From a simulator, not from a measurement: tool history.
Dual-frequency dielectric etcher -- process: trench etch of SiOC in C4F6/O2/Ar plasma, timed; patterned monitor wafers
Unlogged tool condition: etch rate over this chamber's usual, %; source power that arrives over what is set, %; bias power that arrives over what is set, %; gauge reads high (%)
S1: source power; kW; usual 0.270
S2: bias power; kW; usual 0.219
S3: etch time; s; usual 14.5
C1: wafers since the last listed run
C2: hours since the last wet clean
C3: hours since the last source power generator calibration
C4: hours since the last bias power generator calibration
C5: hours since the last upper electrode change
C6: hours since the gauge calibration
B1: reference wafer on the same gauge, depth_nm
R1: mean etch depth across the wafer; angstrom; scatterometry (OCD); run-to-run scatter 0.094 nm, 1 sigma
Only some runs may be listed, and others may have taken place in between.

run 1 day=0.000 | S1=0.310 S2=0.189 S3=14.5 | C1=0 C2=268.8 C3=1280.7 C4=2396.4 C5=2609.2 C6=1113.4 | B1=30.40 | R1=258.4
-- day=0.600 gauge calibrated
run 2 day=1.788 | S1=0.310 S2=0.189 S3=14.5 | C1=416 C2=311.7 C3=1323.6 C4=2439.3 C5=2652.1 C6=28.5 | B1=30.39 | R1=259.4
run 3 day=3.921 | S1=0.270 S2=0.219 S3=14.5 | C1=496 C2=362.9 C3=1374.8 C4=2490.5 C5=2703.3 C6=79.7 | B1=30.38 | R1=264.1
run 4 day=10.612 | S1=0.270 S2=0.219 S3=14.5 | C1=1557 C2=523.5 C3=1535.4 C4=2651.1 C5=2863.9 C6=240.3 | B1=30.40 | R1=264.2
-- day=13.317 wet clean of the chamber
run 5 day=13.338 | S1=0.270 S2=0.219 S3=14.5 | C1=401 C2=0.5 C3=1600.8 C4=2716.5 C5=2929.3 C6=305.7 | B1=30.41 | R1=264.3
run 6 day=20.600 | S1=0.270 S2=0.219 S3=17.0 | C1=1690 C2=174.8 C3=1775.1 C4=2890.8 C5=3103.6 C6=480.0 | B1=30.40 | R1=307.0
run 7 day=23.454 | S1=0.270 S2=0.219 S3=17.0 | C1=664 C2=243.3 C3=1843.6 C4=2959.3 C5=3172.1 C6=548.5 | B1=30.40 | R1=308.4
-- day=25.250 upper electrode replaced
-- day=25.633 bias power generator calibrated
run 8 day=26.304 | S1=0.290 S2=0.219 S3=14.5 | C1=391 C2=311.7 C3=1912.0 C4=16.1 C5=25.3 C6=616.9 | B1=30.41 | R1=275.6
run 9 day=28.333 | S1=0.290 S2=0.219 S3=14.5 | C1=472 C2=360.4 C3=1960.7 C4=64.8 C5=74.0 C6=665.6 | B1=30.41 | R1=276.3
run 10 day=30.283 | S1=0.270 S2=0.219 S3=14.5 | C1=453 C2=407.2 C3=2007.5 C4=111.6 C5=120.8 C6=712.4 | B1=30.40 | R1=267.9
run 11 day=32.896 | S1=0.270 S2=0.219 S3=14.5 | C1=608 C2=469.9 C3=2070.2 C4=174.3 C5=183.5 C6=775.1 | B1=30.40 | R1=269.7
run 12 day=34.929 | S1=0.270 S2=0.219 S3=14.5 | C1=473 C2=518.7 C3=2119.0 C4=223.1 C5=232.3 C6=823.9 | B1=30.39 | R1=270.4
run 13 day=37.633 | S1=0.270 S2=0.219 S3=14.5 | C1=629 C2=583.6 C3=2183.9 C4=288.0 C5=297.2 C6=888.8 | B1=30.41 | R1=270.7
run 14 day=39.300 | S1=0.270 S2=0.219 S3=14.5 | C1=388 C2=623.6 C3=2223.9 C4=328.0 C5=337.2 C6=928.8 | B1=30.37 | R1=268.5
run 15 day=41.700 | S1=0.230 S2=0.182 S3=12.5 | C1=558 C2=681.2 C3=2281.5 C4=385.6 C5=394.8 C6=986.4 | B1=30.40 | R1=198.2
-- day=42.804 wet clean of the chamber
run 16 day=42.888 | S1=0.270 S2=0.178 S3=14.5 | C1=43 C2=2.0 C3=2310.0 C4=414.1 C5=423.3 C6=1014.9 | B1=30.43 | R1=240.9
run 17 day=44.188 | S1=0.270 S2=0.219 S3=16.5 | C1=302 C2=33.2 C3=2341.2 C4=445.3 C5=454.5 C6=1046.1 | B1=30.39 | R1=304.7
-- day=45.342 gauge calibrated
run 18 day=47.092 | S1=0.270 S2=0.219 S3=14.5 | C1=676 C2=102.9 C3=2410.9 C4=515.0 C5=524.2 C6=42.0 | B1=30.43 | R1=268.0
run 19 day=49.250 | S1=0.270 S2=0.219 S3=11.5 | C1=502 C2=154.7 C3=2462.7 C4=566.8 C5=576.0 C6=93.8 | B1=30.39 | R1=213.2
run 20 day=51.521 | S1=0.340 S2=0.219 S3=14.5 | C1=528 C2=209.2 C3=2517.2 C4=621.3 C5=630.5 C6=148.3 | B1=30.39 | R1=292.0

Forecast run 21:
-- day=53.342 source power generator calibrated
run 21 day=54.083 | S1=0.270 S2=0.219 S3=14.5 | C1=557 C2=270.7 C3=17.8 C4=682.8 C5=692.0 C6=209.8 | B1=? | R1=?

B1: 30.36
R1: 272.1 angstrom
Take away the tool's hidden state, keep the run-to-run variation as it was, and the same run would have given R1 272.6 angstrom.

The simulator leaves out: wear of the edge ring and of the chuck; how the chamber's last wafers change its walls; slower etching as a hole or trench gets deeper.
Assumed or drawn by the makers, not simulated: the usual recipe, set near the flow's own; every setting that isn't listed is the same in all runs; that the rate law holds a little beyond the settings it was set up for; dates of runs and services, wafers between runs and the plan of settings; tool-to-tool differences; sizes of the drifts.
